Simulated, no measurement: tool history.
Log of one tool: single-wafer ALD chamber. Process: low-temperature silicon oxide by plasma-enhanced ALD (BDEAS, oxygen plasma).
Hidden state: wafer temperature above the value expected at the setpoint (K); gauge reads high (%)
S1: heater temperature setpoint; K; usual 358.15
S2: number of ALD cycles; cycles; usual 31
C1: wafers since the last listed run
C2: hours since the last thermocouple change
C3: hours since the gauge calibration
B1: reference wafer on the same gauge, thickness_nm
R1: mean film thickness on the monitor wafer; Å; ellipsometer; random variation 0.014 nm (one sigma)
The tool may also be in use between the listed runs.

run,hour,S1,S2,C1,C2,C3,B1,R1
1,0,358.15,31,0,1365.9,210.7,4.512,48.14
# hour 22.4: gauge calibrated
2,23.6,358.15,31,215,1389.5,1.2,4.511,48.26
3,53.4,358.15,31,272,1419.3,31,4.508,48.11
4,67.3,358.15,31,127,1433.2,44.9,4.512,48.19
5,85.3,358.15,31,164,1451.2,62.9,4.514,48.21
6,103.3,358.15,31,164,1469.2,80.9,4.517,48.28
7,121.1,358.15,31,162,1487,98.7,4.506,48.4
8,148.8,358.15,31,253,1514.7,126.4,4.506,48.13
9,172.5,358.15,31,216,1538.4,150.1,4.512,48.49
10,198.9,358.15,33,241,1564.8,176.5,4.511,51.44
# hour 215.2: gauge calibrated
11,224.7,358.15,31,235,1590.6,9.5,4.508,48.16
12,245.3,346.15,31,188,1611.2,30.1,4.513,50.2
# hour 260.2: thermocouple changed; heater temperature recalibrated
13,276.9,358.15,31,215,16.7,61.7,4.506,48.17
14,291.2,351.15,35,130,31,76,4.506,55.69
15,324.7,372.15,27,306,64.5,109.5,4.503,40.18
16,341.2,368.15,33,150,81,126,4.51,49.67
17,353.4,362.15,35,111,93.2,138.2,4.513,53.89
18,375.7,353.15,29,203,115.5,160.5,4.51,45.94

Hidden state at the last listed run before each entry between runs and at the first one after, where it differs:
Between runs 1 and 2: gauge calibrated (hour 22.4)
  no hidden state differs between the two runs
Between runs 10 and 11: gauge calibrated (hour 215.2)
  no hidden state differs between the two runs
Between runs 12 and 13: thermocouple changed; heater temperature recalibrated (hour 260.2)
  no hidden state differs between the two runs
